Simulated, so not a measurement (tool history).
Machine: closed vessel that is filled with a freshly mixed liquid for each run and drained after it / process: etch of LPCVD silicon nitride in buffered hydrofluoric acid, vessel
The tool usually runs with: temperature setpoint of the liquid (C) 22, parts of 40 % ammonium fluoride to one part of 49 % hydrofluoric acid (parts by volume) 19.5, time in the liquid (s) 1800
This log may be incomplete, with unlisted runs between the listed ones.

run	hour	temperature setpoint of the liquid (C)	parts of 40 % ammonium fluoride to one part of 49 % hydrofluoric acid (parts by volume)	time in the liquid (s)	wafers since the last listed run	hours since the thermometer was replaced	hours since the hydrofluoric acid flow meter was replaced	hours since the gauge calibration	read-back film thickness of the LPCVD silicon nitride reference wafer, read on the same gauge (nm)	thickness taken off the LPCVD silicon nitride on a monitor wafer (angstrom)
1	0	22	19.5	2235	0	2405.4	1206	253	69.97	197.8
2	13.5	22	19.5	1800	489	2418.9	1219.5	266.5	70.01	161.6
3	25	22	19.5	1800	416	2430.4	1231	278	69.99	160.8
4	36.1	22	19.5	1800	402	2441.5	1242.1	289.1	69.99	161.7
5	49.8	22	19.5	1800	496	2455.2	1255.8	302.8	69.98	161.6
6	60	22	13.5	1800	369	2465.4	1266	313	69.98	233.1
7	69.8	22	13.5	1800	355	2475.2	1275.8	322.8	70.03	234.2
8	80.1	22	19.5	1800	373	2485.5	1286.1	333.1	69.98	160.9
9	86.2	22	19.5	1800	221	2491.6	1292.2	339.2	70.02	162.3
10	93.5	22	19.5	1290	264	2498.9	1299.5	346.5	69.99	116.1
11	102.4	22	19.5	1290	322	2507.8	1308.4	355.4	69.95	116.8
12	115.2	22	19.5	1290	463	2520.6	1321.2	368.2	70.03	116
13	131.8	22	19.5	1800	601	2537.2	1337.8	384.8	69.97	163.8
14	143.7	22	19.5	1800	431	2549.1	1349.7	396.7	69.97	162.8
15	156.2	22	19.5	1800	452	2561.6	1362.2	409.2	70.04	161.4
16	172.2	22	19.5	1800	579	2577.6	1378.2	425.2	69.98	160.9
# hour 177.6: thermometer replaced
17	181.5	20.5	19.5	1800	300	3.9	1387.5	434.5	69.99	133.5
# hour 184.2: gauge calibrated
18	191.4	20	24	980	358	13.8	1397.4	7.2	69.95	60.6
19	201.4	25	11.5	1800	362	23.8	1407.4	17.2	69.98	284.5
20	210.9	22	25	1800	344	33.3	1416.9	26.7	69.96	121.5
21	225.4	22	19.5	1800	525	47.8	1431.4	41.2	70.04	144.7
# hour 256.6: hydrofluoric acid flow meter replaced
22	271.2	18	25	2670	1623	93.6	14.6	87	69.99	143.4
23	284.9	24.5	19.5	1800	496	107.3	28.3	100.7	69.99	166.2
24	301.3	22	12	2695	594	123.7	44.7	117.1	70	351.3
25	311.9	22	19.5	1800	384	134.3	55.3	127.7	69.99	144.5
26	323.7	22	23.5	1800	427	146.1	67.1	139.5	69.97	126.6
27	337.7	23.5	16.5	1800	507	160.1	81.1	153.5	70.02	185.4
28	344.8	22	19.5	1000	257	167.2	88.2	160.6	70.01	80.5
29	351.2	22	19.5	1800	231	173.6	94.6	167	69.98	146.1
30	358.9	19	23.5	1800	279	181.3	102.3	174.7	70.01	107.3
31	370.9	22	19.5	1800	434	193.3	114.3	186.7	70.04	144.8
32	380.7	22	19.5	1290	355	203.1	124.1	196.5	69.98	103.6
33	396.3	22	19.5	1800	565	218.7	139.7	212.1	70.02	145.6

Across each entry between runs, compare the hidden state at the last listed run before it with the hidden state at the first listed run after it:
After run 16, before run 17: thermometer replaced (hour 177.6)
  liquid hotter than its thermometer reads (K): 2.31 -> 0.11
  measured result minus the result with no hidden state, thickness taken off the LPCVD silicon nitride on a monitor wafer (angstrom): +19.2 -> +0.9
After run 17, before run 18: gauge calibrated (hour 184.2)
  liquid hotter than its thermometer reads (K): 0.11 -> 0.118
  measured result minus the result with no hidden state, thickness taken off the LPCVD silicon nitride on a monitor wafer (angstrom): +0.9 -> +0.4
After run 21, before run 22: hydrofluoric acid flow meter replaced (hour 256.6)
  liquid hotter than its thermometer reads (K): 0.147 -> 0.187
  measured result minus the result with no hidden state, thickness taken off the LPCVD silicon nitride on a monitor wafer (angstrom): +1.2 -> +1.6
